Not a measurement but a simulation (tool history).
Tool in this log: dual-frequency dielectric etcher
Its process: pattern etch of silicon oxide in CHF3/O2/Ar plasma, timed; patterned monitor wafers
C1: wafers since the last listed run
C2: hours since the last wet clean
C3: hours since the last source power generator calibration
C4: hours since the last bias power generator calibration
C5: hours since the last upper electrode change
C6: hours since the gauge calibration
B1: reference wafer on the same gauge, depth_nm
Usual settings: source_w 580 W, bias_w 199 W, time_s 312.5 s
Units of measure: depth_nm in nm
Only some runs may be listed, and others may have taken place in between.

{"run": 1, "hour": 0.0, "source_w": 580, "bias_w": 199, "time_s": 312.5, "C1": 0, "C2": 531.7, "C3": 4073.7, "C4": 1885.2, "C5": 4318.8, "C6": 284.7, "B1": 740, "depth_nm": 650.6}
{"run": 2, "hour": 11.9, "source_w": 580, "bias_w": 199, "time_s": 312.5, "C1": 41, "C2": 543.6, "C3": 4085.6, "C4": 1897.1, "C5": 4330.7, "C6": 296.6, "B1": 740.3, "depth_nm": 650.5}
{"run": 3, "hour": 23.0, "source_w": 580, "bias_w": 199, "time_s": 312.5, "C1": 38, "C2": 554.7, "C3": 4096.7, "C4": 1908.2, "C5": 4341.8, "C6": 307.7, "B1": 739.8, "depth_nm": 644.6}
{"run": 4, "hour": 31.7, "source_w": 580, "bias_w": 199, "time_s": 312.5, "C1": 30, "C2": 563.4, "C3": 4105.4, "C4": 1916.9, "C5": 4350.5, "C6": 316.4, "B1": 740.3, "depth_nm": 650.1}
{"hour": 43.8, "done": "source power generator calibrated"}
{"run": 5, "hour": 48.1, "source_w": 580, "bias_w": 199, "time_s": 312.5, "C1": 42, "C2": 579.8, "C3": 4.3, "C4": 1933.3, "C5": 4366.9, "C6": 332.8, "B1": 740.2, "depth_nm": 651.5}
{"hour": 51.8, "done": "gauge calibrated"}
{"run": 6, "hour": 55.5, "source_w": 580, "bias_w": 199, "time_s": 340.5, "C1": 25, "C2": 587.2, "C3": 11.7, "C4": 1940.7, "C5": 4374.3, "C6": 3.7, "B1": 740.1, "depth_nm": 707.3}
{"run": 7, "hour": 61.7, "source_w": 580, "bias_w": 199, "time_s": 312.5, "C1": 21, "C2": 593.4, "C3": 17.9, "C4": 1946.9, "C5": 4380.5, "C6": 9.9, "B1": 740, "depth_nm": 648.8}
{"hour": 92.9, "done": "wet clean of the chamber"}
{"run": 8, "hour": 93.4, "source_w": 580, "bias_w": 199, "time_s": 312.5, "C1": 26, "C2": 0.5, "C3": 49.6, "C4": 1978.6, "C5": 4412.2, "C6": 41.6, "B1": 740, "depth_nm": 651.7}
{"run": 9, "hour": 93.8, "source_w": 580, "bias_w": 199, "time_s": 312.5, "C1": 1, "C2": 0.9, "C3": 50, "C4": 1979, "C5": 4412.6, "C6": 42, "B1": 739.7, "depth_nm": 645.6}
{"run": 10, "hour": 101.1, "source_w": 580, "bias_w": 246, "time_s": 312.5, "C1": 25, "C2": 8.2, "C3": 57.3, "C4": 1986.3, "C5": 4419.9, "C6": 49.3, "B1": 739.7, "depth_nm": 682}
{"run": 11, "hour": 112.6, "source_w": 580, "bias_w": 199, "time_s": 237, "C1": 39, "C2": 19.7, "C3": 68.8, "C4": 1997.8, "C5": 4431.4, "C6": 60.8, "B1": 739.7, "depth_nm": 491}
{"hour": 144.5, "done": "upper electrode replaced"}
{"run": 12, "hour": 145.0, "source_w": 670, "bias_w": 182, "time_s": 365, "C1": 29, "C2": 52.1, "C3": 101.2, "C4": 2030.2, "C5": 0.5, "C6": 93.2, "B1": 739.6, "depth_nm": 790}
{"run": 13, "hour": 145.4, "source_w": 580, "bias_w": 220, "time_s": 312.5, "C1": 1, "C2": 52.5, "C3": 101.6, "C4": 2030.6, "C5": 0.9, "C6": 93.6, "B1": 740.4, "depth_nm": 665.6}
{"run": 14, "hour": 156.2, "source_w": 450, "bias_w": 199, "time_s": 226, "C1": 37, "C2": 63.3, "C3": 112.4, "C4": 2041.4, "C5": 11.7, "C6": 104.4, "B1": 740.1, "depth_nm": 420.7}
{"run": 15, "hour": 162.7, "source_w": 710, "bias_w": 225, "time_s": 237, "C1": 22, "C2": 69.8, "C3": 118.9, "C4": 2047.9, "C5": 18.2, "C6": 110.9, "B1": 740.3, "depth_nm": 551.4}
{"run": 16, "hour": 174.7, "source_w": 580, "bias_w": 181, "time_s": 312.5, "C1": 41, "C2": 81.8, "C3": 130.9, "C4": 2059.9, "C5": 30.2, "C6": 122.9, "B1": 740, "depth_nm": 637.4}
{"run": 17, "hour": 192.3, "source_w": 450, "bias_w": 231, "time_s": 231, "C1": 60, "C2": 99.4, "C3": 148.5, "C4": 2077.5, "C5": 47.8, "C6": 140.5, "B1": 739.7, "depth_nm": 445.4}
{"run": 18, "hour": 206.4, "source_w": 620, "bias_w": 199, "time_s": 385.5, "C1": 48, "C2": 113.5, "C3": 162.6, "C4": 2091.6, "C5": 61.9, "C6": 154.6, "B1": 740.6, "depth_nm": 825.7}
{"run": 19, "hour": 215.2, "source_w": 530, "bias_w": 169, "time_s": 312.5, "C1": 30, "C2": 122.3, "C3": 171.4, "C4": 2100.4, "C5": 70.7, "C6": 163.4, "B1": 739.9, "depth_nm": 603}
{"run": 20, "hour": 223.2, "source_w": 710, "bias_w": 225, "time_s": 237, "C1": 27, "C2": 130.3, "C3": 179.4, "C4": 2108.4, "C5": 78.7, "C6": 171.4, "B1": 739.6, "depth_nm": 550.9}
{"run": 21, "hour": 240.9, "source_w": 470, "bias_w": 154, "time_s": 236.5, "C1": 61, "C2": 148, "C3": 197.1, "C4": 2126.1, "C5": 96.4, "C6": 189.1, "B1": 740.3, "depth_nm": 423.2}
{"hour": 269.4, "done": "bias power generator calibrated"}
{"run": 22, "hour": 281.5, "source_w": 630, "bias_w": 230, "time_s": 361.5, "C1": 126, "C2": 188.6, "C3": 237.7, "C4": 12.1, "C5": 137, "C6": 229.7, "B1": 740.2, "depth_nm": 801.8}
{"run": 23, "hour": 295.1, "source_w": 580, "bias_w": 199, "time_s": 312.5, "C1": 46, "C2": 202.2, "C3": 251.3, "C4": 25.7, "C5": 150.6, "C6": 243.3, "B1": 740.4, "depth_nm": 648.4}
{"run": 24, "hour": 312.7, "source_w": 580, "bias_w": 227, "time_s": 312.5, "C1": 60, "C2": 219.8, "C3": 268.9, "C4": 43.3, "C5": 168.2, "C6": 260.9, "B1": 740.3, "depth_nm": 667.6}
{"run": 25, "hour": 323.3, "source_w": 580, "bias_w": 152, "time_s": 229, "C1": 36, "C2": 230.4, "C3": 279.5, "C4": 53.9, "C5": 178.8, "C6": 271.5, "B1": 740.1, "depth_nm": 450.3}
{"run": 26, "hour": 331.7, "source_w": 660, "bias_w": 178, "time_s": 312.5, "C1": 29, "C2": 238.8, "C3": 287.9, "C4": 62.3, "C5": 187.2, "C6": 279.9, "B1": 739.8, "depth_nm": 669.8}
{"run": 27, "hour": 343.0, "source_w": 710, "bias_w": 225, "time_s": 237, "C1": 39, "C2": 250.1, "C3": 299.2, "C4": 73.6, "C5": 198.5, "C6": 291.2, "B1": 739.8, "depth_nm": 550.5}
{"run": 28, "hour": 359.8, "source_w": 540, "bias_w": 199, "time_s": 312.5, "C1": 58, "C2": 266.9, "C3": 316, "C4": 90.4, "C5": 215.3, "C6": 308, "B1": 739.8, "depth_nm": 627.7}
{"run": 29, "hour": 376.5, "source_w": 450, "bias_w": 239, "time_s": 380.5, "C1": 57, "C2": 283.6, "C3": 332.7, "C4": 107.1, "C5": 232, "C6": 324.7, "B1": 739.9, "depth_nm": 739.4}

Here are 5 independent what-if runs from the current tool condition. What would each one return?
{"run": "A", "hour": 377.0, "source_w": 580, "bias_w": 199, "time_s": 255, "C1": 1, "C2": 284.1, "C3": 333.2, "C4": 107.6, "C5": 232.5, "C6": 325.2, "B1": "?", "depth_nm": "?"}
{"run": "B", "hour": 377.0, "source_w": 720, "bias_w": 176, "time_s": 378.5, "C1": 1, "C2": 284.1, "C3": 333.2, "C4": 107.6, "C5": 232.5, "C6": 325.2, "B1": "?", "depth_nm": "?"}
{"run": "C", "hour": 377.0, "source_w": 440, "bias_w": 199, "time_s": 226.5, "C1": 1, "C2": 284.1, "C3": 333.2, "C4": 107.6, "C5": 232.5, "C6": 325.2, "B1": "?", "depth_nm": "?"}
{"run": "D", "hour": 377.0, "source_w": 630, "bias_w": 223, "time_s": 269, "C1": 1, "C2": 284.1, "C3": 333.2, "C4": 107.6, "C5": 232.5, "C6": 325.2, "B1": "?", "depth_nm": "?"}
{"run": "E", "hour": 377.0, "source_w": 510, "bias_w": 170, "time_s": 388, "C1": 1, "C2": 284.1, "C3": 333.2, "C4": 107.6, "C5": 232.5, "C6": 325.2, "B1": "?", "depth_nm": "?"}

run=A B1=739.5 depth_nm=528.8
run=B B1=739.5 depth_nm=838.7
run=C B1=739.5 depth_nm=415.9
run=D B1=739.5 depth_nm=593.3
run=E B1=739.5 depth_nm=735.2
Had the tool no hidden state, the same runs would have come out as:
run=A depth_nm=528.8
run=B depth_nm=838.7
run=C depth_nm=415.9
run=D depth_nm=593.3
run=E depth_nm=735.2

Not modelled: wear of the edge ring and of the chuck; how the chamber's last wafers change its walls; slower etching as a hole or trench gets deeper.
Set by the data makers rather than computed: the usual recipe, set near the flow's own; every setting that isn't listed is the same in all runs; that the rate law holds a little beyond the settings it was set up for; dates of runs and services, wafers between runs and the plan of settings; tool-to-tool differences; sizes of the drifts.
